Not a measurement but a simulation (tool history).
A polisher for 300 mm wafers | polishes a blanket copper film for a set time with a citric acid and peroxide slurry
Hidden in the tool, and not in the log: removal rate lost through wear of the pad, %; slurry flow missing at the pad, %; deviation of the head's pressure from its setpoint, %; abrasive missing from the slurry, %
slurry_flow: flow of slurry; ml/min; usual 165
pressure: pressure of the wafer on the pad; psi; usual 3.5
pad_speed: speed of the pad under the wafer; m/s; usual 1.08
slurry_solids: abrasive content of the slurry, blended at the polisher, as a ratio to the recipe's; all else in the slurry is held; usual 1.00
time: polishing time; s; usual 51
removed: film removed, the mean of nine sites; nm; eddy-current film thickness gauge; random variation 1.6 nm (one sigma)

run     day  slurry_flow  pressure  pad_speed  slurry_solids  time  wafers since the last listed run  wafers polished on this pad  hours since the slurry nozzle was cleaned  hours since the head pressure was calibrated  hours since the slurry blender was calibrated  incoming thickness of the incoming film, nm  removed
  1   0.000          165       3.5       1.08           1.00    51                                 0                          938                                      644.9                                         612.1                                          274.1                                       1165.2    131.0
  2   0.658          165       3.5       1.08           1.00    51                               163                         1101                                      660.7                                         627.9                                          289.9                                       1159.5    130.0
      1.271  -- worn pad replaced by a new one
  3   1.292          165       3.5       1.08           1.00    51                               115                            5                                      675.9                                         643.1                                          305.1                                       1165.2    133.3
  4   1.688          165       3.5       1.08           1.00    51                                98                          103                                      685.4                                         652.6                                          314.6                                       1146.2    130.5
  5   2.017          165       3.5       1.08           1.00    51                                81                          184                                      693.3                                         660.5                                          322.5                                       1151.9    132.2
  6   2.729          165       3.5       1.08           1.00    51                               176                          361                                      710.4                                         677.6                                          339.6                                       1177.8    132.0
  7   3.450          165       3.5       1.08           1.25    51                               178                          539                                      727.7                                         694.9                                          356.9                                       1157.8    136.0
  8   3.812          165       3.5       1.08           1.00    51                                89                          629                                      736.4                                         703.6                                          365.6                                       1155.7    131.8
  9   4.454          165       3.5       1.08           1.00    51                               158                          788                                      751.8                                         719.0                                          381.0                                       1163.3    131.4
 10   4.929          165       3.5       1.08           1.10    51                               117                          906                                      763.2                                         730.4                                          392.4                                       1164.3    134.2
 11   5.467          165       3.5       1.08           1.10    51                               133                         1039                                      776.1                                         743.3                                          405.3                                       1145.7    133.6
 12   6.050          165       3.5       1.08           1.00    51                               144                         1183                                      790.1                                         757.3                                          419.3                                       1156.4    131.2
      6.275  -- slurry nozzle cleaned
 13   6.492          180       3.5       1.08           1.00    51                                99                         1282                                        5.2                                         767.9                                          429.9                                       1154.1    133.6
 14   6.904          165       3.5       1.08           1.15    51                               102                         1384                                       15.1                                         777.8                                          439.8                                       1152.6    134.1
      7.300  -- worn pad replaced by a new one
 15   7.588          140       3.5       1.08           1.00    51                               127                           71                                       31.5                                         794.2                                          456.2                                       1164.9    130.0
 16   8.258          200       3.5       0.72           0.90    57                               166                          237                                       47.6                                         810.3                                          472.3                                       1154.1    100.7
      8.775  -- head pressure recalibrated
 17   8.904          165       3.5       1.08           1.00    35                               139                          376                                       63.1                                           3.1                                          487.8                                       1156.7     90.4
 18   9.492          140       4.5       0.80           1.00    46                               145                          522                                       77.2                                          17.2                                          501.9                                       1140.8    109.3
      9.862  -- slurry blender recalibrated
 19   9.883          165       3.5       1.08           1.00    51                                76                          598                                       86.6                                          26.6                                            0.5                                       1171.5    132.3
 20  10.212          185       3.5       1.08           0.90    33                                81                          680                                       94.5                                          34.5                                            8.4                                       1147.9     84.4
 21  10.712          165       3.5       1.44           1.00    60                               123                          804                                      106.5                                          46.5                                           20.4                                       1151.2    206.3
 22  10.975          165       2.9       1.08           1.00    51                                65                          869                                      112.8                                          52.8                                           26.7                                       1160.7    109.7
 23  11.471          130       3.5       0.78           1.00    51                               122                          991                                      124.7                                          64.7                                           38.6                                       1158.0     90.7
     12.171  -- worn pad replaced by a new one
 24  12.192          210       3.5       1.08           1.00    51                               137                            4                                      142.0                                          82.0                                           55.9                                       1152.9    135.4
 25  12.733          110       2.8       0.82           1.00    51                               134                          138                                      155.0                                          95.0                                           68.9                                       1179.0     74.9
 26  13.246          225       3.5       0.76           1.15    64                               126                          265                                      167.3                                         107.3                                           81.2                                       1174.9    124.7
 27  13.683          165       2.9       1.08           1.00    51                               108                          374                                      177.8                                         117.8                                           91.7                                       1169.8    110.2
 28  14.338          165       3.5       1.08           0.85    51                               162                          536                                      193.5                                         133.5                                          107.4                                       1150.9    127.2
 29  15.021          195       3.5       1.08           1.00    37                               169                          705                                      209.9                                         149.9                                          123.8                                       1142.3     96.4
 30  15.321          165       3.5       1.08           1.00    51                                74                          779                                      217.1                                         157.1                                          131.0                                       1178.7    129.7
 31  15.612          165       3.5       1.46           1.00    51                                72                          851                                      224.1                                         164.1                                          138.0                                       1173.9    178.8

4 ways to go on from here, each from the tool as it stands after run 31. What would each give?
  A  15.629          165       3.5       1.08           1.00    51                                 4                          856                                      224.5                                         164.5                                          138.4                                       1184.3        ?
  B  15.629          165       3.5       1.08           1.15    45                                 4                          856                                      224.5                                         164.5                                          138.4                                       1184.3        ?
  C  15.629          135       3.5       1.08           1.10    37                                 4                          856                                      224.5                                         164.5                                          138.4                                       1184.3        ?
  D  15.629          215       3.5       0.84           1.30    51                                 4                          856                                      224.5                                         164.5                                          138.4                                       1184.3        ?

run  removed
  A    131.7
  B    118.8
  C     94.0
  D    111.3
Without the tool's hidden state the same runs would have given:
run  removed
  A    131.7
  B    118.8
  C     94.0
  D    111.3

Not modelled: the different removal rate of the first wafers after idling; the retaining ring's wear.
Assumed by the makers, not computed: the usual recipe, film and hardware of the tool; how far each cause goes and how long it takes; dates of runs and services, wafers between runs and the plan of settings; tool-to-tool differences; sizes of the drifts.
